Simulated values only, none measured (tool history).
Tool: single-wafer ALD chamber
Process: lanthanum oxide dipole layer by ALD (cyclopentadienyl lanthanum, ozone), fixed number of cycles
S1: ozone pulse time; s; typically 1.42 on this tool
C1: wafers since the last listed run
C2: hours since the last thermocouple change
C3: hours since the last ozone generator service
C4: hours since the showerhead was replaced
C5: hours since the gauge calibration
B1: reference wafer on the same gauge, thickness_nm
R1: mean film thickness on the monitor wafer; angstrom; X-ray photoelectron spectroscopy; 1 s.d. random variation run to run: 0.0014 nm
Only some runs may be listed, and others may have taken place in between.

{"run": 1, "hour": 0.0, "S1": 1.67, "C1": 0, "C2": 868.2, "C3": 923.8, "C4": 5102.7, "C5": 60.0, "B1": 0.522, "R1": 4.94}
{"run": 2, "hour": 9.5, "S1": 1.67, "C1": 138, "C2": 877.7, "C3": 933.3, "C4": 5112.2, "C5": 69.5, "B1": 0.522, "R1": 4.94}
{"run": 3, "hour": 24.3, "S1": 1.42, "C1": 215, "C2": 892.5, "C3": 948.1, "C4": 5127.0, "C5": 84.3, "B1": 0.522, "R1": 4.77}
{"run": 4, "hour": 34.4, "S1": 1.42, "C1": 146, "C2": 902.6, "C3": 958.2, "C4": 5137.1, "C5": 94.4, "B1": 0.522, "R1": 4.74}
{"run": 5, "hour": 47.7, "S1": 1.42, "C1": 193, "C2": 915.9, "C3": 971.5, "C4": 5150.4, "C5": 107.7, "B1": 0.522, "R1": 4.75}
{"run": 6, "hour": 54.9, "S1": 1.26, "C1": 104, "C2": 923.1, "C3": 978.7, "C4": 5157.6, "C5": 114.9, "B1": 0.522, "R1": 4.6}
{"run": 7, "hour": 83.9, "S1": 1.26, "C1": 421, "C2": 952.1, "C3": 1007.7, "C4": 5186.6, "C5": 143.9, "B1": 0.522, "R1": 4.59}
{"hour": 87.5, "done": "gauge calibrated"}
{"run": 8, "hour": 90.2, "S1": 1.26, "C1": 91, "C2": 958.4, "C3": 1014.0, "C4": 5192.9, "C5": 2.7, "B1": 0.522, "R1": 4.59}
{"run": 9, "hour": 100.4, "S1": 0.98, "C1": 148, "C2": 968.6, "C3": 1024.2, "C4": 5203.1, "C5": 12.9, "B1": 0.522, "R1": 4.27}
{"run": 10, "hour": 116.6, "S1": 0.98, "C1": 235, "C2": 984.8, "C3": 1040.4, "C4": 5219.3, "C5": 29.1, "B1": 0.522, "R1": 4.23}
{"hour": 127.7, "done": "thermocouple changed; heater temperature recalibrated"}
{"run": 11, "hour": 131.4, "S1": 1.42, "C1": 98, "C2": 3.7, "C3": 1055.2, "C4": 5234.1, "C5": 43.9, "B1": 0.522, "R1": 4.73}
{"run": 12, "hour": 143.5, "S1": 1.85, "C1": 176, "C2": 15.8, "C3": 1067.3, "C4": 5246.2, "C5": 56.0, "B1": 0.522, "R1": 4.98}
{"run": 13, "hour": 154.9, "S1": 0.89, "C1": 165, "C2": 27.2, "C3": 1078.7, "C4": 5257.6, "C5": 67.4, "B1": 0.522, "R1": 4.06}
{"run": 14, "hour": 172.0, "S1": 1.91, "C1": 248, "C2": 44.3, "C3": 1095.8, "C4": 5274.7, "C5": 84.5, "B1": 0.522, "R1": 4.99}
{"hour": 183.1, "done": "showerhead replaced, of another model than before"}
{"run": 15, "hour": 183.6, "S1": 1.22, "C1": 52, "C2": 55.9, "C3": 1107.4, "C4": 0.5, "C5": 96.1, "B1": 0.522, "R1": 4.77}
{"run": 16, "hour": 189.1, "S1": 1.67, "C1": 80, "C2": 61.4, "C3": 1112.9, "C4": 6.0, "C5": 101.6, "B1": 0.522, "R1": 4.98}
{"hour": 205.0, "done": "ozone generator serviced"}
{"run": 17, "hour": 205.5, "S1": 1.42, "C1": 122, "C2": 77.8, "C3": 0.5, "C4": 22.4, "C5": 118.0, "B1": 0.522, "R1": 5.07}
{"run": 18, "hour": 215.3, "S1": 1.42, "C1": 142, "C2": 87.6, "C3": 10.3, "C4": 32.2, "C5": 127.8, "B1": 0.522, "R1": 5.07}

Run 19 is up next; what results do you expect?
{"hour": 229.7, "done": "gauge calibrated"}
{"run": 19, "hour": 230.1, "S1": 1.13, "C1": 215, "C2": 102.4, "C3": 25.1, "C4": 47.0, "C5": 0.4, "B1": "?", "R1": "?"}

For run 19 the tool returned B1 0.522, R1 4.94 angstrom.
The same run, on a tool lacking any hidden state, would have yielded R1 4.97 angstrom.

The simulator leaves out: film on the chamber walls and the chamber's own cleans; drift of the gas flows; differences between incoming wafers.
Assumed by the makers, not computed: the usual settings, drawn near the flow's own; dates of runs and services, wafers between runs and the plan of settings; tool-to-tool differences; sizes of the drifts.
